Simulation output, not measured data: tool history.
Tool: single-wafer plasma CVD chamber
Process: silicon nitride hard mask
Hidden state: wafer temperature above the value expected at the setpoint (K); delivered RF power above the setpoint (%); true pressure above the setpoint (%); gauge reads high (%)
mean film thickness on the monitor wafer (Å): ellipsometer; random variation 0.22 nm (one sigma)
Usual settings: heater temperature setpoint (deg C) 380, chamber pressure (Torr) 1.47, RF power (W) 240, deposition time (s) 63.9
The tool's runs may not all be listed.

run,hour,heater temperature setpoint (deg C),chamber pressure (Torr),RF power (W),deposition time (s),wafers since the last listed run,hours since the last thermocouple change,hours since the last RF generator calibration,hours since the last manometer calibration,hours since the showerhead was replaced,hours since the gauge calibration,"read-back reference wafer on the same gauge, thickness_nm",mean film thickness on the monitor wafer (Å)
1,0,380,1.47,240,63.9,0,387.1,2086.7,339.9,1954.3,297.1,52.607,582.38
2,26.6,380,1.47,240,63.9,711,413.7,2113.3,366.5,1980.9,323.7,52.686,582.41
3,44.2,380,1.47,240,63.9,470,431.3,2130.9,384.1,1998.5,341.3,52.627,581.62
4,76.1,380,1.47,240,63.9,853,463.2,2162.8,416,2030.4,373.2,52.713,581.63
5,96.1,385,1.47,240,63.9,535,483.2,2182.8,436,2050.4,393.2,52.723,581.86
6,122.2,385,1.47,240,63.9,698,509.3,2208.9,462.1,2076.5,419.3,52.728,580.27
7,157,385,1.47,240,63.9,931,544.1,2243.7,496.9,2111.3,454.1,52.686,584.21
8,174.8,380,1.47,275,63.9,476,561.9,2261.5,514.7,2129.1,471.9,52.69,665.03
9,234,380,1.47,275,63.9,1584,621.1,2320.7,573.9,2188.3,531.1,52.748,663.72
10,266.4,380,1.47,275,63.9,867,653.5,2353.1,606.3,2220.7,563.5,52.684,665.48
11,291,374,1.47,240,58,658,678.1,2377.7,630.9,2245.3,588.1,52.684,532.28
12,306.5,380,1.47,240,69.6,414,693.6,2393.2,646.4,2260.8,603.6,52.755,640.02
13,320.4,380,1.47,240,69.6,371,707.5,2407.1,660.3,2274.7,617.5,52.729,636.96
# hour 355: showerhead replaced
14,355.5,380,1.47,240,63.9,725,742.6,2442.2,695.4,0.5,652.6,52.669,588.73
15,383.9,370,1.83,240,58.6,759,771,2470.6,723.8,28.9,681,52.759,572.4
16,419.1,366,1.47,265,63.9,941,806.2,2505.8,759,64.1,716.2,52.741,648.21
17,442.6,374,1.47,240,58,628,829.7,2529.3,782.5,87.6,739.7,52.63,533.42
# hour 452.1: RF generator calibrated
18,461,380,1.47,240,63.9,278,848.1,8.9,800.9,106,758.1,52.668,637.01
# hour 471.1: gauge calibrated
19,493.7,380,1.47,200,67.6,875,880.8,41.6,833.6,138.7,22.6,52.686,558.65
20,520.8,373,1.47,240,63.9,725,907.9,68.7,860.7,165.8,49.7,52.698,634.83
21,537.8,367,1.47,240,74.1,454,924.9,85.7,877.7,182.8,66.7,52.699,738.32
# hour 547.8: capacitance manometer re-zeroed and calibrated
# hour 551: thermocouple changed; heater temperature recalibrated
22,554.3,380,1.47,240,63.9,142,3.3,102.2,6.5,199.3,83.2,52.682,617.48
23,584.6,366,1.8,240,63.9,810,33.6,132.5,36.8,229.6,113.5,52.719,656.38
24,600.5,386,1.47,240,63.9,425,49.5,148.4,52.7,245.5,129.4,52.705,613.38
25,618.9,380,1.47,225,73.9,492,67.9,166.8,71.1,263.9,147.8,52.74,669.18
26,679.4,384,1.18,265,68,1618,128.4,227.3,131.6,324.4,208.3,52.793,670.87
27,703.2,380,1.47,240,63.9,636,152.2,251.1,155.4,348.2,232.1,52.664,611.25
28,728.7,380,1.47,240,63.9,682,177.7,276.6,180.9,373.7,257.6,52.647,611.37

Forecast each of these 3 alternatives for the next run:
A,729.1,380,1.47,240,63.9,10,178.1,277,181.3,374.1,258,?,?
B,729.1,384,1.68,240,60.6,10,178.1,277,181.3,374.1,258,?,?
C,729.1,380,1.47,205,63.9,10,178.1,277,181.3,374.1,258,?,?

run,"read-back reference wafer on the same gauge, thickness_nm",mean film thickness on the monitor wafer (Å)
A,52.61,612.34
B,52.61,601.62
C,52.61,520.98
Without the tool's hidden state the same runs would have given:
run,mean film thickness on the monitor wafer (Å)
A,628.37
B,617.41
C,535.56

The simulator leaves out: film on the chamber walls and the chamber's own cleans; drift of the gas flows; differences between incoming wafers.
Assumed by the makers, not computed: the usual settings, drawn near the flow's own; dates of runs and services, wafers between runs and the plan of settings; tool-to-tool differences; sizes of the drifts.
